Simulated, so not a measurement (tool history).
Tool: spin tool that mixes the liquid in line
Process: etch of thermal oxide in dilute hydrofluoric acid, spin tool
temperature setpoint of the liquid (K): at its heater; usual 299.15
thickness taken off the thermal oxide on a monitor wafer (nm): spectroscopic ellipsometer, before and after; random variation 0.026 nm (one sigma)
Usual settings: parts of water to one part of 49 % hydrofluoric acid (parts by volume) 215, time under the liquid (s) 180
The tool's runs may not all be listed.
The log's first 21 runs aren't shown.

run	hour	temperature setpoint of the liquid (K)	parts of water to one part of 49 % hydrofluoric acid (parts by volume)	time under the liquid (s)	read-back film thickness of the thermal oxide reference wafer, read on the same gauge (nm)	thickness taken off the thermal oxide on a monitor wafer (nm)
22	1037.1	299.15	215	180	79.961	3.645
23	1095.5	303.15	175	75	79.999	2.287
24	1126.1	299.15	215	180	79.972	3.68
25	1171.4	299.15	160	220	80.025	6.337
# hour 1217.5: hydrofluoric acid flow meter replaced
26	1230.6	297.15	290	90	80.008	1.167
27	1299	299.15	325	215	80.001	2.573
28	1345.7	299.15	215	180	79.988	3.682
29	1468.6	299.15	215	180	79.973	3.661
30	1504.7	296.65	280	180	80.056	2.413
31	1556.1	300.65	160	115	79.96	3.557
32	1600.4	299.15	260	180	80.034	2.861
33	1643.8	299.15	215	230	79.996	4.699

Forecast run 34:
34	1679.4	294.65	215	180	?	?

{"run 34": {"read-back film thickness of the thermal oxide reference wafer, read on the same gauge (nm)": 79.968, "thickness taken off the thermal oxide on a monitor wafer (nm)": 3.078}}
Without the tool's hidden state the same run would have given thickness taken off the thermal oxide on a monitor wafer (nm) 3.078.
